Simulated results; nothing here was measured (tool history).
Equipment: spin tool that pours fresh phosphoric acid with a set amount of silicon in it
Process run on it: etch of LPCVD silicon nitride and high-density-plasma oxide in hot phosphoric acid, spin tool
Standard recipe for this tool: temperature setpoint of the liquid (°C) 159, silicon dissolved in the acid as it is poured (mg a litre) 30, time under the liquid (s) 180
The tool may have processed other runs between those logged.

run     day  temperature setpoint of the liquid (°C)  silicon dissolved in the acid as it is poured (mg a litre)  time under the liquid (s)  read-back film thickness of the LPCVD silicon nitride reference wafer, read on the same gauge (nm)  read-back film thickness of the high-density-plasma oxide reference wafer, read on the same gauge (nm)  thickness taken off the LPCVD silicon nitride on a monitor wafer (nm)  thickness taken off the high-density-plasma oxide on a monitor wafer (nm)
  1       0                                      159                                                          30                        180                                                                                               49.98                                                                                                  50.006                                                                     14                                                                      0.156
  2   1.821                                      159                                                          30                        230                                                                                               50.04                                                                                                  49.991                                                                  18.09                                                                      0.192
      2.229  -- heated supply line repaired
  3   4.025                                      159                                                          30                        180                                                                                                  50                                                                                                  50.005                                                                  14.09                                                                      0.132
  4   8.262                                      159                                                          30                        180                                                                                               49.98                                                                                                  49.979                                                                  14.21                                                                      0.112
  5  10.054                                      159                                                          30                        180                                                                                               50.01                                                                                                  50.012                                                                  14.21                                                                      0.155
  6  14.192                                    160.5                                                          30                        125                                                                                               50.03                                                                                                  50.021                                                                  10.51                                                                      0.144
  7  16.267                                      159                                                          30                        180                                                                                                  50                                                                                                  50.022                                                                  14.31                                                                      0.138
     18.379  -- dissolved silicon flow meter replaced
  8    18.4                                      160                                                          50                        125                                                                                               49.98                                                                                                  50.035                                                                  10.35                                                                      0.066
     20.362  -- thermometer replaced
  9  20.546                                      159                                                        12.5                        120                                                                                               49.99                                                                                                  50.002                                                                   9.26                                                                      0.156
     22.008  -- gauge calibrated
 10  23.392                                      160                                                          38                         75                                                                                               50.01                                                                                                  50.012                                                                   5.94                                                                      0.035
 11  27.571                                      162                                                          41                        100                                                                                                  50                                                                                                  50.007                                                                   8.64                                                                      0.057
 12  30.525                                      162                                                           7                         90                                                                                               50.01                                                                                                  50.008                                                                   7.88                                                                       0.25
 13  33.071                                      159                                                          30                        180                                                                                               49.97                                                                                                  49.988                                                                  14.25                                                                      0.175
 14  36.429                                    157.5                                                        40.5                         95                                                                                               49.98                                                                                                  49.984                                                                   7.22                                                                      0.032
 15    38.2                                    161.5                                                          30                        210                                                                                               50.02                                                                                                  50.008                                                                  17.94                                                                      0.145
 16  41.117                                    157.5                                                        40.5                         95                                                                                               50.02                                                                                                  49.989                                                                   7.25                                                                      0.054
 17  43.096                                      157                                                        10.5                        230                                                                                                  50                                                                                                  49.994                                                                  17.31                                                                      0.384
     43.454  -- thermometer replaced
 18  44.933                                      159                                                        39.5                        180                                                                                               50.02                                                                                                   49.96                                                                  13.93                                                                      0.082
 19  47.292                                      157                                                          47                        180                                                                                               49.99                                                                                                  49.988                                                                  13.09                                                                      0.065
 20  51.379                                      162                                                          12                        105                                                                                               49.98                                                                                                  49.989                                                                   9.03                                                                      0.156
 21  52.883                                      157                                                        38.5                        245                                                                                                  50                                                                                                  49.993                                                                   17.9                                                                      0.112
 22  55.912                                      159                                                          30                        140                                                                                                  50                                                                                                  49.989                                                                  11.22                                                                      0.139

Measured result minus the same run's result without the hidden state. Both carry the same run-to-run variation, though not necessarily the same gauge scatter:
The tool's hidden condition here consists of: liquid hotter than its thermometer reads (K); dissolved silicon flow above the setpoint (%); temperature lost on the way to the wafer (K); gauge reads high (%).
run  thickness taken off the LPCVD silicon nitride on a monitor wafer (nm)  thickness taken off the high-density-plasma oxide on a monitor wafer (nm)
  1                                                                   +0.1                                                                     +0.003
  2                                                                  +0.19                                                                     +0.004
  3                                                                  +0.21                                                                     +0.004
  4                                                                  +0.32                                                                     +0.005
  5                                                                  +0.37                                                                     +0.008
  6                                                                  +0.35                                                                      +0.01
  7                                                                  +0.53                                                                     +0.012
  8                                                                  +0.42                                                                     +0.006
  9                                                                  +0.02                                                                     +0.001
 10                                                                  +0.05                                                                         +0
 11                                                                  +0.13                                                                     +0.002
 12                                                                  +0.17                                                                     +0.011
 13                                                                  +0.37                                                                      +0.01
 14                                                                  +0.24                                                                     +0.002
 15                                                                  +0.62                                                                     +0.011
 16                                                                  +0.29                                                                     +0.005
 17                                                                  +0.76                                                                     +0.036
 18                                                                   +0.1                                                                     +0.001
 19                                                                  +0.16                                                                     +0.001
 20                                                                  +0.17                                                                     +0.006
 21                                                                   +0.4                                                                     +0.006
 22                                                                  +0.31                                                                     +0.008
